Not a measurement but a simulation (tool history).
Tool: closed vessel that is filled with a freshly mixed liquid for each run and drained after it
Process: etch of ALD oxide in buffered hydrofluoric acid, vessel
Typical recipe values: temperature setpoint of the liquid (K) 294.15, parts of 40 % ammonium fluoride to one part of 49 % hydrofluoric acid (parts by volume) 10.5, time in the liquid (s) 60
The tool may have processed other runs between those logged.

run,hour,temperature setpoint of the liquid (K),parts of 40 % ammonium fluoride to one part of 49 % hydrofluoric acid (parts by volume),time in the liquid (s),wafers since the last listed run,hours since the thermometer was replaced,hours since the hydrofluoric acid flow meter was replaced,hours since the gauge calibration,"read-back film thickness of the ALD oxide reference wafer, read on the same gauge (nm)",thickness taken off the ALD oxide on a monitor wafer (Å)
1,0,294.15,7.5,70,0,776.7,492,913.3,80,1556.7
2,63.2,294.15,7.5,70,5605,839.9,555.2,976.5,80.01,1542.3
3,129,294.15,7.5,70,5836,905.7,621,1042.3,80,1544.9
4,199.7,294.15,10.5,80,6271,976.4,691.7,1113,80,1305.6
5,228,294.15,10.5,60,2510,1004.7,720,1141.3,80.01,962.5
6,266.8,294.15,10.5,60,3441,1043.5,758.8,1180.1,80,966.7
7,305.2,292.15,10.5,35,3406,1081.9,797.2,1218.5,80,504.8
8,361.7,292.15,10.5,35,5011,1138.4,853.7,1275,80,503.3
9,411.5,294.15,10.5,60,4417,1188.2,903.5,1324.8,79.99,965.3
# hour 461.4: gauge calibrated
10,469,294.15,10.5,50,5100,1245.7,961,7.6,79.99,802
11,536,294.15,11.5,60,5942,1312.7,1028,74.6,79.99,873.7
12,568.6,294.15,10.5,60,2891,1345.3,1060.6,107.2,80.02,968.2
# hour 609.3: hydrofluoric acid flow meter replaced
13,630.3,297.65,7,60,5384,1407,21,168.9,80,1766.5
# hour 673: thermometer replaced
14,681.2,294.15,10.5,60,4426,8.2,71.9,219.8,80.01,999.7
15,709.1,291.65,10.5,35,2474,36.1,99.8,247.7,80.01,507.8
16,745.6,299.15,13,30,3237,72.6,136.3,284.2,79.99,531.4
17,802.6,296.15,9,75,5055,129.6,193.3,341.2,80.02,1559.5
18,833.7,294.15,6.5,35,2758,160.7,224.4,372.3,80.01,904.5
19,897.1,291.65,12.5,30,5623,224.1,287.8,435.7,80,363.9
20,929.1,294.15,10.5,60,2838,256.1,319.8,467.7,80.01,984.6
21,971,294.15,13,60,3716,298,361.7,509.6,80,799.6
22,1017.8,294.15,10.5,60,4151,344.8,408.5,556.4,80,987.7
23,1044.7,291.65,10.5,35,2386,371.7,435.4,583.3,80.01,499.9
24,1090.5,292.15,13.5,60,4062,417.5,481.2,629.1,80,679.8
25,1146.7,294.15,10.5,60,4984,473.7,537.4,685.3,80.01,964.8

Branching from run 25: 5 alternative next runs. What would each branch give?
A,1147.4,294.15,10.5,60,62,474.4,538.1,686,?,?
B,1147.4,294.15,12,60,62,474.4,538.1,686,?,?
C,1147.4,297.65,12,30,62,474.4,538.1,686,?,?
D,1147.4,294.15,13.5,60,62,474.4,538.1,686,?,?
E,1147.4,290.15,8,35,62,474.4,538.1,686,?,?

run,"read-back film thickness of the ALD oxide reference wafer, read on the same gauge (nm)",thickness taken off the ALD oxide on a monitor wafer (Å)
A,80,973.9
B,80,854.8
C,80,518.2
D,80,761.6
E,80,576
With no hidden state in the tool, these same runs would have given:
run,thickness taken off the ALD oxide on a monitor wafer (Å)
A,995.9
B,874.2
C,529.9
D,778.9
E,590.5

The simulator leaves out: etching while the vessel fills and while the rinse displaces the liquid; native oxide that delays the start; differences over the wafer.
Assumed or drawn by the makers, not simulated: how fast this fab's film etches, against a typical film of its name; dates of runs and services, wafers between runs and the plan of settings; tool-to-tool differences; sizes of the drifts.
